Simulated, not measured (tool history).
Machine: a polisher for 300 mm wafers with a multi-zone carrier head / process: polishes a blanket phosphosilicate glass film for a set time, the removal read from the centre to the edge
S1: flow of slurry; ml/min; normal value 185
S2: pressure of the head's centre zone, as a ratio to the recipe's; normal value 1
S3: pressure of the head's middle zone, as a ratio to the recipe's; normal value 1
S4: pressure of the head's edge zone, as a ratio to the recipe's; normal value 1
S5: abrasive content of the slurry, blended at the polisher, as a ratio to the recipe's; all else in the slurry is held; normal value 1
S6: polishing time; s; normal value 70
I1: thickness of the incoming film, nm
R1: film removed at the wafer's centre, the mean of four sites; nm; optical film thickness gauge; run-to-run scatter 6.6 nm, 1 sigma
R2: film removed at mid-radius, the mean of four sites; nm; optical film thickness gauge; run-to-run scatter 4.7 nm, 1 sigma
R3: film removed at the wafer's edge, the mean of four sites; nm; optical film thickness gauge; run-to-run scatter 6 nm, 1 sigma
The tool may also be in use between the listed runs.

| run | hour | S1 | S2 | S3 | S4 | S5 | S6 | I1 | R1 | R2 | R3 |
|---|---|---|---|---|---|---|---|---|---|---|---|
| 1 | 0 | 185 | 1 | 1.03 | 1 | 1 | 70 | 3880.7 | 531.2 | 541.3 | 551.2 |
| 2 | 28.2 | 215 | 1 | 1 | 1 | 1 | 70 | 3914 | 565.8 | 544.6 | 543 |
| 3 | 44.2 | 215 | 1 | 1 | 1 | 1 | 70 | 3865.4 | 556.7 | 546.5 | 564.8 |
|  | 60.3 | worn pad replaced by a new one |
| 4 | 64.5 | 215 | 1 | 1 | 1 | 1 | 70 | 3879.5 | 555.9 | 541.6 | 550.2 |
| 5 | 93.8 | 185 | 1 | 1 | 1 | 1 | 70 | 3847.9 | 538.4 | 525.8 | 554.2 |
|  | 104.8 | slurry nozzle cleaned |
| 6 | 109.6 | 210 | 1 | 1 | 1 | 1 | 70 | 3898.2 | 567.3 | 540.7 | 555.2 |
|  | 132.1 | edge zone pressure recalibrated |
| 7 | 132.6 | 215 | 1.12 | 1 | 1 | 1.25 | 93 | 3961.7 | 884.8 | 760.3 | 766.1 |
|  | 142.3 | carrier head's membrane replaced by a new one |
| 8 | 147.1 | 185 | 1.11 | 1 | 1 | 1 | 70 | 3912 | 609.8 | 522.6 | 551.6 |
| 9 | 172.8 | 185 | 1 | 0.88 | 1 | 0.75 | 70 | 3868.4 | 521.6 | 438.9 | 513 |
| 10 | 186.3 | 185 | 1 | 1 | 1 | 1 | 70 | 3912.3 | 566.7 | 531.9 | 547 |
|  | 206 | worn pad replaced by a new one |
| 11 | 215.9 | 185 | 1 | 1 | 1 | 1 | 70 | 3881.4 | 564.8 | 530.6 | 551.4 |
| 12 | 237.1 | 160 | 1 | 1 | 1 | 1 | 70 | 3939.7 | 553.4 | 507.8 | 530.4 |
| 13 | 272.3 | 205 | 0.9 | 1 | 1 | 0.7 | 70 | 3849.5 | 495 | 492.9 | 515.3 |
| 14 | 287 | 120 | 1 | 1 | 1 | 1 | 70 | 3849.2 | 513 | 478.5 | 509.9 |
|  | 309.7 | slurry nozzle cleaned |
| 15 | 317.5 | 205 | 0.9 | 1 | 1 | 0.7 | 70 | 3837 | 477 | 498.6 | 508.4 |
| 16 | 350.9 | 185 | 1 | 1 | 1 | 1 | 70 | 3850.6 | 570.4 | 536.4 | 544.5 |
| 17 | 369.7 | 185 | 1 | 1.09 | 1 | 1 | 70 | 3892.8 | 577.6 | 564.8 | 548.9 |
|  | 380.2 | worn pad replaced by a new one |
| 18 | 401.6 | 185 | 1 | 1 | 1.05 | 1 | 47 | 3914.1 | 384.4 | 356.8 | 371.3 |
| 19 | 432.1 | 160 | 1 | 1 | 1 | 1 | 70 | 3926.8 | 569.4 | 511.3 | 531.1 |
| 20 | 445.9 | 185 | 1 | 1 | 1 | 1 | 70 | 3872.4 | 577.1 | 525.5 | 544.8 |
| 21 | 466.9 | 185 | 1 | 1.11 | 1 | 1 | 70 | 3931.5 | 585 | 588.9 | 536 |
| 22 | 489.3 | 145 | 1 | 1 | 1 | 1 | 70 | 3898.1 | 547 | 499.6 | 530 |

Here are 3 independent what-if runs from the current tool condition. What would each one return?
| A | 489.7 | 185 | 1 | 1 | 1 | 1 | 70 | 3908.5 | ? | ? | ? |
| B | 489.7 | 185 | 0.9 | 1 | 1.1 | 0.75 | 56 | 3908.5 | ? | ? | ? |
| C | 489.7 | 205 | 1 | 1 | 0.96 | 1 | 70 | 3908.5 | ? | ? | ? |

| run | R1 | R2 | R3 |
|---|---|---|---|
| A | 579.9 | 533.4 | 551.7 |
| B | 391.5 | 400.3 | 433.8 |
| C | 590.8 | 542.5 | 547.8 |
Without the tool's hidden state the same runs would have given:
| run | R1 | R2 | R3 |
|---|---|---|---|
| A | 527.3 | 533.7 | 551.7 |
| B | 355.7 | 400.5 | 433.8 |
| C | 537.2 | 542.8 | 547.8 |
